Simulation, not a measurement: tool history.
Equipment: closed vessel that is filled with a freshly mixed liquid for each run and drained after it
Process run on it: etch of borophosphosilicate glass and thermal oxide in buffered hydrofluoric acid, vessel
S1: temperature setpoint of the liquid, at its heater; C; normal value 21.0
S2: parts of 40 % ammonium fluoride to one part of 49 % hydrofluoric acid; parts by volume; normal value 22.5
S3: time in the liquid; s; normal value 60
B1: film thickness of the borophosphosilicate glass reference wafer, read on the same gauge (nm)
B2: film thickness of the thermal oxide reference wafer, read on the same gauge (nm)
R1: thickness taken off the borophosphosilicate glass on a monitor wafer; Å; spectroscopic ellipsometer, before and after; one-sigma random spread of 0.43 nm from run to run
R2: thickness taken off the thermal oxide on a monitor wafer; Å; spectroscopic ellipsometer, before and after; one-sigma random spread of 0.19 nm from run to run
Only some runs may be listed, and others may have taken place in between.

run    hour    S1    S2  S3     B1     B2     R1     R2
  1     0.0  21.0  22.5  70  39.99  90.00  665.1  320.2
  2   105.2  21.0  22.5  70  39.98  89.99  666.3  320.5
  3   209.6  21.0  16.5  60  39.99  90.00  700.9  338.8
  4   300.5  24.0  16.5  60  40.03  90.00  852.8  402.6
  5   379.2  24.5  14.5  30  39.98  89.98  486.6  233.5
  6   450.0  21.0  22.5  90  40.05  90.00  813.7  387.4
  7   504.2  19.5  22.5  60  39.98  90.01  499.3  236.7
  8   608.9  21.0  16.5  60  40.01  89.99  700.8  335.8
  9   653.3  21.0  22.5  30  40.00  89.99  267.9  127.6
 10   717.7  23.5  29.0  35  40.01  89.98  300.1  145.8
 11   788.7  21.0  22.5  60  40.04  90.02  541.0  252.6
 12   942.3  23.5  29.5  85  39.97  90.00  824.3  396.7
 13  1049.3  17.0  22.5  30  40.02  90.01  244.8  115.4
 14  1101.5  21.0  16.0  30  39.99  89.98  418.7  196.4
 15  1141.4  21.0  16.5  60  39.96  89.99  799.8  379.8
 16  1190.6  19.5  22.5  45  40.02  90.00  422.5  200.7
 17  1288.5  21.0  22.5  40  40.01  90.00  400.9  192.7
 18  1339.2  21.0  22.5  60  39.96  90.00  601.4  290.7
 19  1404.3  25.0  29.5  60  39.97  90.00  622.8  297.2
 20  1508.7  21.0  19.0  85  40.04  90.02  982.5  465.6
 21  1585.3  22.5  30.0  45  40.03  89.99  398.7  191.8
 22  1670.0  21.0  22.5  60  39.98  89.98  603.2  286.1
 23  1838.8  21.0  22.5  60  40.01  89.99  596.8  286.1
 24  1936.2  21.0  22.5  60  39.99  90.00  598.7  285.6
 25  2031.5  21.0  19.5  60  39.99  89.98  666.5  315.4

Put back what was entered between runs (4 entries, withheld): which listed runs does each sit between, and how does the hidden state differ from the listed run before to the listed run after?
From run 2 to run 3: thermometer replaced (hour 157.0)
  liquid colder than its thermometer reads (K): 1.28 -> 2.2
  difference, measured minus the result without the unlogged condition, R1: -49.1 -> -91.0 Å; R2: -23.8 -> -44.5 Å
From run 7 to run 8: hydrofluoric acid flow meter replaced (hour 580.6)
  liquid colder than its thermometer reads (K): 2.32 -> 2.36
  difference, measured minus the result without the unlogged condition, R1: -69.5 -> -98.1 Å; R2: -33.3 -> -47.6 Å
From run 11 to run 12: thermometer replaced, repeated, since the last time left the tool worse (hour 927.5)
  liquid colder than its thermometer reads (K): 2.43 -> 0.0636
  difference, measured minus the result without the unlogged condition, R1: -78.3 -> -2.7 Å; R2: -37.0 -> -1.3 Å
From run 19 to run 20: hydrofluoric acid flow meter replaced (hour 1453.0)
  liquid colder than its thermometer reads (K): 0.252 -> 0.294
  difference, measured minus the result without the unlogged condition, R1: -8.5 -> -15.8 Å; R2: -4.1 -> -7.6 Å
